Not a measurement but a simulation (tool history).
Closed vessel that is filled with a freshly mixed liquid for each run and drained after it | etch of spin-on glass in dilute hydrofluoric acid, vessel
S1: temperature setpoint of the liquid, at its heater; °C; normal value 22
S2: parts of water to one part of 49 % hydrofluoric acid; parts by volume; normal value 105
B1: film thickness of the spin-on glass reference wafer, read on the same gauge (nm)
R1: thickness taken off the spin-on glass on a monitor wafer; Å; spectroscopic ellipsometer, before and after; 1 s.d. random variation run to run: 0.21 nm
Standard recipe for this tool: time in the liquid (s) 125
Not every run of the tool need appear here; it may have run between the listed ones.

{"run": 1, "hour": 0.0, "S1": 22, "S2": 105, "time in the liquid (s)": 105, "B1": 120.14, "R1": 344.1}
{"run": 2, "hour": 22.2, "S1": 22, "S2": 105, "time in the liquid (s)": 105, "B1": 120.07, "R1": 342.2}
{"run": 3, "hour": 54.7, "S1": 18.5, "S2": 105, "time in the liquid (s)": 125, "B1": 119.93, "R1": 353.2}
{"run": 4, "hour": 70.1, "S1": 22, "S2": 105, "time in the liquid (s)": 125, "B1": 119.86, "R1": 410.6}
{"run": 5, "hour": 94.0, "S1": 20.5, "S2": 105, "time in the liquid (s)": 155, "B1": 119.78, "R1": 477.7}
{"run": 6, "hour": 107.1, "S1": 22, "S2": 105, "time in the liquid (s)": 95, "B1": 119.71, "R1": 308.3}
{"run": 7, "hour": 120.3, "S1": 22, "S2": 105, "time in the liquid (s)": 95, "B1": 119.64, "R1": 312.4}
{"run": 8, "hour": 138.1, "S1": 22, "S2": 105, "time in the liquid (s)": 95, "B1": 119.58, "R1": 312.9}
{"hour": 154.4, "done": "thermometer replaced"}
{"run": 9, "hour": 157.2, "S1": 19, "S2": 105, "time in the liquid (s)": 125, "B1": 119.5, "R1": 361}
{"run": 10, "hour": 224.4, "S1": 22, "S2": 105, "time in the liquid (s)": 125, "B1": 119.16, "R1": 408.7}
{"run": 11, "hour": 246.5, "S1": 22, "S2": 105, "time in the liquid (s)": 125, "B1": 119.04, "R1": 409.1}
{"run": 12, "hour": 274.7, "S1": 22, "S2": 105, "time in the liquid (s)": 125, "B1": 118.9, "R1": 404}
{"run": 13, "hour": 309.5, "S1": 24.5, "S2": 145, "time in the liquid (s)": 75, "B1": 118.67, "R1": 186.5}
{"run": 14, "hour": 341.6, "S1": 26, "S2": 125, "time in the liquid (s)": 125, "B1": 118.48, "R1": 387.5}
{"run": 15, "hour": 387.2, "S1": 25.5, "S2": 75, "time in the liquid (s)": 190, "B1": 118.17, "R1": 1027.8}
{"run": 16, "hour": 400.4, "S1": 17, "S2": 90, "time in the liquid (s)": 150, "B1": 118.1, "R1": 467.7}
{"run": 17, "hour": 434.2, "S1": 19.5, "S2": 105, "time in the liquid (s)": 125, "B1": 117.88, "R1": 363.2}
{"run": 18, "hour": 451.7, "S1": 19.5, "S2": 105, "time in the liquid (s)": 125, "B1": 117.74, "R1": 361.4}
{"run": 19, "hour": 465.5, "S1": 23.5, "S2": 85, "time in the liquid (s)": 85, "B1": 117.64, "R1": 365.5}
{"run": 20, "hour": 489.0, "S1": 23.5, "S2": 65, "time in the liquid (s)": 150, "B1": 117.49, "R1": 866.5}
{"run": 21, "hour": 504.3, "S1": 25, "S2": 150, "time in the liquid (s)": 70, "B1": 117.35, "R1": 167.2}
{"hour": 513.3, "done": "hydrofluoric acid flow meter replaced"}
{"hour": 573.5, "done": "gauge calibrated"}
{"run": 22, "hour": 591.6, "S1": 22, "S2": 105, "time in the liquid (s)": 125, "B1": 120.29, "R1": 407.8}
{"run": 23, "hour": 624.6, "S1": 24, "S2": 150, "time in the liquid (s)": 100, "B1": 120.29, "R1": 237.1}
{"run": 24, "hour": 646.9, "S1": 18, "S2": 105, "time in the liquid (s)": 125, "B1": 120.28, "R1": 349.3}
{"run": 25, "hour": 676.8, "S1": 22, "S2": 80, "time in the liquid (s)": 125, "B1": 120.26, "R1": 552.1}
{"run": 26, "hour": 693.8, "S1": 24.5, "S2": 135, "time in the liquid (s)": 165, "B1": 120.23, "R1": 447.7}
{"run": 27, "hour": 726.9, "S1": 17, "S2": 70, "time in the liquid (s)": 125, "B1": 120.2, "R1": 520.7}
{"run": 28, "hour": 743.8, "S1": 22, "S2": 105, "time in the liquid (s)": 125, "B1": 120.18, "R1": 412.1}
{"run": 29, "hour": 768.8, "S1": 20, "S2": 85, "time in the liquid (s)": 150, "B1": 120.15, "R1": 574.4}
{"run": 30, "hour": 788.3, "S1": 22, "S2": 105, "time in the liquid (s)": 125, "B1": 120.09, "R1": 412.4}
{"run": 31, "hour": 809.9, "S1": 17.5, "S2": 90, "time in the liquid (s)": 150, "B1": 120.06, "R1": 483.5}
{"run": 32, "hour": 842.7, "S1": 19, "S2": 105, "time in the liquid (s)": 190, "B1": 119.98, "R1": 553.2}
{"run": 33, "hour": 859.8, "S1": 22, "S2": 105, "time in the liquid (s)": 125, "B1": 119.95, "R1": 406.3}

Predict each of these 5 candidate next runs independently; none follows another, all start after run 33:
{"run": "A", "hour": 860.5, "S1": 22, "S2": 105, "time in the liquid (s)": 125, "B1": "?", "R1": "?"}
{"run": "B", "hour": 860.5, "S1": 18, "S2": 90, "time in the liquid (s)": 70, "B1": "?", "R1": "?"}
{"run": "C", "hour": 860.5, "S1": 18.5, "S2": 85, "time in the liquid (s)": 145, "B1": "?", "R1": "?"}
{"run": "D", "hour": 860.5, "S1": 17.5, "S2": 65, "time in the liquid (s)": 95, "B1": "?", "R1": "?"}
{"run": "E", "hour": 860.5, "S1": 22, "S2": 105, "time in the liquid (s)": 165, "B1": "?", "R1": "?"}

run=A B1=119.94 R1=411.4
run=B B1=119.94 R1=231.9
run=C B1=119.94 R1=522.2
run=D B1=119.94 R1=438.4
run=E B1=119.94 R1=543
Take away the tool's hidden state, keep each run's random variation, and the runs would have read:
run=A R1=411.5
run=B R1=231.9
run=C R1=522.4
run=D R1=438.5
run=E R1=543.2

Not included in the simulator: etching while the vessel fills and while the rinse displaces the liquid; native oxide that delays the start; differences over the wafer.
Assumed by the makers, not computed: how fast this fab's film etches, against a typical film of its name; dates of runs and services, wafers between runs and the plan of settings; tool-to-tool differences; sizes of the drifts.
